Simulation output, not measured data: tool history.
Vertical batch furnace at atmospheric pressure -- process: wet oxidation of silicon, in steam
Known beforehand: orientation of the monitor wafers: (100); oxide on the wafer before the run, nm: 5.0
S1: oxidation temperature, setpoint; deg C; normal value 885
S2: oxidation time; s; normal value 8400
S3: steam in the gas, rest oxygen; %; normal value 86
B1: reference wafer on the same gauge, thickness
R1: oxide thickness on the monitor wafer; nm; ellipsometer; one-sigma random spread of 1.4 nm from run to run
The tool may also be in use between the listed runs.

{"run": 1, "day": 0.0, "S1": 885, "S2": 8400, "S3": 86, "B1": 281.94, "R1": 240.54}
{"run": 2, "day": 1.854, "S1": 885, "S2": 8400, "S3": 86, "B1": 281.76, "R1": 240.08}
{"run": 3, "day": 4.429, "S1": 896, "S2": 8400, "S3": 89, "B1": 281.96, "R1": 286.2}
{"run": 4, "day": 6.504, "S1": 896, "S2": 8400, "S3": 89, "B1": 282.34, "R1": 287.13}
{"run": 5, "day": 19.217, "S1": 874, "S2": 8400, "S3": 86, "B1": 282.81, "R1": 204.43}
{"run": 6, "day": 21.171, "S1": 874, "S2": 8400, "S3": 86, "B1": 281.9, "R1": 201.26}
{"day": 24.704, "done": "steam generator serviced"}
{"run": 7, "day": 25.246, "S1": 874, "S2": 8400, "S3": 86, "B1": 281.51, "R1": 211.89}
{"day": 27.175, "done": "thermocouples replaced and temperature profile calibrated"}
{"run": 8, "day": 27.788, "S1": 869, "S2": 8400, "S3": 89, "B1": 281.63, "R1": 201.85}
{"run": 9, "day": 30.742, "S1": 869, "S2": 8400, "S3": 89, "B1": 282.23, "R1": 202.38}
{"run": 10, "day": 34.15, "S1": 869, "S2": 8400, "S3": 89, "B1": 282.41, "R1": 203.84}
{"run": 11, "day": 37.996, "S1": 885, "S2": 5460, "S3": 86, "B1": 282.17, "R1": 169.21}
{"run": 12, "day": 41.983, "S1": 885, "S2": 5460, "S3": 86, "B1": 281.84, "R1": 168.57}
{"run": 13, "day": 46.042, "S1": 885, "S2": 5460, "S3": 86, "B1": 281.99, "R1": 169.54}
{"run": 14, "day": 50.117, "S1": 885, "S2": 8400, "S3": 86, "B1": 281.68, "R1": 246.0}
{"run": 15, "day": 52.254, "S1": 885, "S2": 8400, "S3": 86, "B1": 281.72, "R1": 244.92}
{"run": 16, "day": 54.562, "S1": 878, "S2": 4950, "S3": 86, "B1": 281.74, "R1": 140.58}
{"run": 17, "day": 57.958, "S1": 863, "S2": 9570, "S3": 93, "B1": 281.83, "R1": 214.82}
{"run": 18, "day": 65.508, "S1": 885, "S2": 8400, "S3": 86, "B1": 281.65, "R1": 245.89}
{"run": 19, "day": 67.571, "S1": 885, "S2": 8400, "S3": 86, "B1": 281.56, "R1": 245.52}
{"run": 20, "day": 71.592, "S1": 902, "S2": 4830, "S3": 92, "B1": 282.16, "R1": 200.85}
{"run": 21, "day": 75.692, "S1": 885, "S2": 8400, "S3": 86, "B1": 282.2, "R1": 241.08}
{"run": 22, "day": 77.338, "S1": 874, "S2": 8400, "S3": 86, "B1": 282.21, "R1": 207.67}
{"day": 78.558, "done": "gauge calibrated"}
{"run": 23, "day": 81.483, "S1": 900, "S2": 8400, "S3": 86, "B1": 282.44, "R1": 294.13}
{"run": 24, "day": 85.646, "S1": 896, "S2": 5640, "S3": 86, "B1": 282.63, "R1": 198.07}
{"run": 25, "day": 88.096, "S1": 903, "S2": 4950, "S3": 82, "B1": 281.85, "R1": 186.33}
{"run": 26, "day": 91.192, "S1": 885, "S2": 8400, "S3": 86, "B1": 281.81, "R1": 239.42}
{"run": 27, "day": 94.908, "S1": 899, "S2": 4560, "S3": 86, "B1": 281.8, "R1": 169.7}
{"day": 96.525, "done": "steam generator serviced"}
{"run": 28, "day": 107.671, "S1": 885, "S2": 12360, "S3": 86, "B1": 282.06, "R1": 344.41}
{"run": 29, "day": 109.179, "S1": 864, "S2": 8400, "S3": 86, "B1": 282.19, "R1": 182.76}
{"run": 30, "day": 111.992, "S1": 868, "S2": 9690, "S3": 92, "B1": 281.48, "R1": 235.68}
{"run": 31, "day": 116.412, "S1": 885, "S2": 8400, "S3": 94, "B1": 281.92, "R1": 265.25}
{"run": 32, "day": 120.717, "S1": 869, "S2": 8400, "S3": 89, "B1": 282.2, "R1": 198.88}
{"run": 33, "day": 123.279, "S1": 885, "S2": 12000, "S3": 86, "B1": 282.13, "R1": 334.12}
{"run": 34, "day": 125.442, "S1": 898, "S2": 9480, "S3": 86, "B1": 282.08, "R1": 321.01}
{"day": 126.571, "done": "thermocouples replaced and temperature profile calibrated"}
{"run": 35, "day": 127.208, "S1": 885, "S2": 9690, "S3": 77, "B1": 281.9, "R1": 251.67}
{"run": 36, "day": 129.508, "S1": 885, "S2": 8400, "S3": 86, "B1": 282.55, "R1": 245.61}
{"run": 37, "day": 133.471, "S1": 863, "S2": 7080, "S3": 86, "B1": 281.82, "R1": 153.74}
{"run": 38, "day": 137.738, "S1": 885, "S2": 8400, "S3": 86, "B1": 281.83, "R1": 246.32}
{"run": 39, "day": 141.779, "S1": 875, "S2": 8400, "S3": 86, "B1": 281.31, "R1": 212.4}

Alternative continuations, all from the tool just after run 39; predict every row:
{"run": "A", "day": 142.017, "S1": 885, "S2": 8400, "S3": 86, "B1": "?", "R1": "?"}
{"run": "B", "day": 142.017, "S1": 909, "S2": 11640, "S3": 95, "B1": "?", "R1": "?"}
{"run": "C", "day": 142.017, "S1": 867, "S2": 10770, "S3": 93, "B1": "?", "R1": "?"}

run=A B1=282.23 R1=242.07
run=B B1=282.23 R1=455.82
run=C B1=282.23 R1=248.61
With the hidden condition removed and each run's random variation left untouched, the same runs would have given:
run=A R1=246.44
run=B R1=463.18
run=C R1=253.18
